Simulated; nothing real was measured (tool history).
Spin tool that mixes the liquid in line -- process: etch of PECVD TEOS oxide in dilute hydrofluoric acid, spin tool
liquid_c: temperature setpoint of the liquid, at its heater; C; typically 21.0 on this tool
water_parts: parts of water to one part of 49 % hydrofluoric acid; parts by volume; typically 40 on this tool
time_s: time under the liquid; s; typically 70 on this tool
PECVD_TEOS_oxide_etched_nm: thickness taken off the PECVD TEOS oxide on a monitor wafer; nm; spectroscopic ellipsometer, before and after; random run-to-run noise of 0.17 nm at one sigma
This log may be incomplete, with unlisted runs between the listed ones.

run,hour,liquid_c,water_parts,time_s,"read-back film thickness of the PECVD TEOS oxide reference wafer, read on the same gauge (nm)",PECVD_TEOS_oxide_etched_nm
1,0.0,21.0,50,70,69.99,20.54
# hour 60.1: hydrofluoric acid flow meter replaced
2,80.6,21.0,50,70,69.96,18.96
3,147.0,21.0,40,70,70.00,24.03
# hour 160.8: thermometer replaced
4,197.2,21.0,40,50,69.99,17.02
5,284.5,21.0,40,50,70.00,17.41
6,391.2,21.0,40,50,69.99,17.44
# hour 445.6: gauge calibrated
7,488.5,21.0,30,70,70.01,33.68
8,532.8,21.0,30,70,70.01,33.14
9,603.3,21.0,40,70,69.99,24.59
10,672.3,21.0,40,70,70.01,24.64
11,764.7,19.5,40,40,70.00,13.55
12,838.2,21.0,40,95,69.98,34.26
13,918.9,25.5,40,70,69.98,30.82
# hour 990.9: hydrofluoric acid flow meter replaced
14,1014.3,17.5,25,55,69.98,26.53
15,1111.6,24.5,55,30,70.00,8.58
16,1191.3,25.0,50,70,70.01,22.82
17,1251.9,23.5,35,100,69.99,44.27
18,1435.4,21.0,40,95,69.99,33.69
19,1485.2,17.5,55,95,69.96,20.63
20,1537.2,19.5,40,70,69.99,23.29
21,1574.3,21.0,40,70,70.00,25.20
22,1621.2,21.0,55,85,69.96,21.79
23,1685.6,21.0,40,60,70.00,21.30
24,1739.6,21.0,55,70,69.99,18.17
25,1845.5,21.0,40,70,69.98,25.41
26,1907.8,21.0,40,70,70.00,25.59
# hour 1964.8: hydrofluoric acid flow meter replaced
27,1985.2,21.0,40,70,69.96,24.14
28,2063.3,23.5,55,60,70.02,16.67
29,2133.4,21.0,40,70,70.01,24.41
30,2189.5,25.0,55,110,70.04,32.49
31,2246.5,24.5,30,40,70.03,22.07
32,2290.8,18.0,40,35,69.98,10.90
33,2448.0,19.0,50,50,70.02,12.88

Branching from run 33: 4 alternative next runs. What would each branch give?
A,2448.4,21.0,40,105,?,?
B,2448.4,23.5,40,30,?,?
C,2448.4,18.5,45,70,?,?
D,2448.4,17.0,40,70,?,?

run,"read-back film thickness of the PECVD TEOS oxide reference wafer, read on the same gauge (nm)",PECVD_TEOS_oxide_etched_nm
A,70.00,37.34
B,70.00,11.85
C,70.00,19.76
D,70.00,20.95
With the hidden condition removed and each run's random variation left untouched, the same runs would have given:
run,PECVD_TEOS_oxide_etched_nm
A,36.05
B,11.44
C,19.08
D,20.23

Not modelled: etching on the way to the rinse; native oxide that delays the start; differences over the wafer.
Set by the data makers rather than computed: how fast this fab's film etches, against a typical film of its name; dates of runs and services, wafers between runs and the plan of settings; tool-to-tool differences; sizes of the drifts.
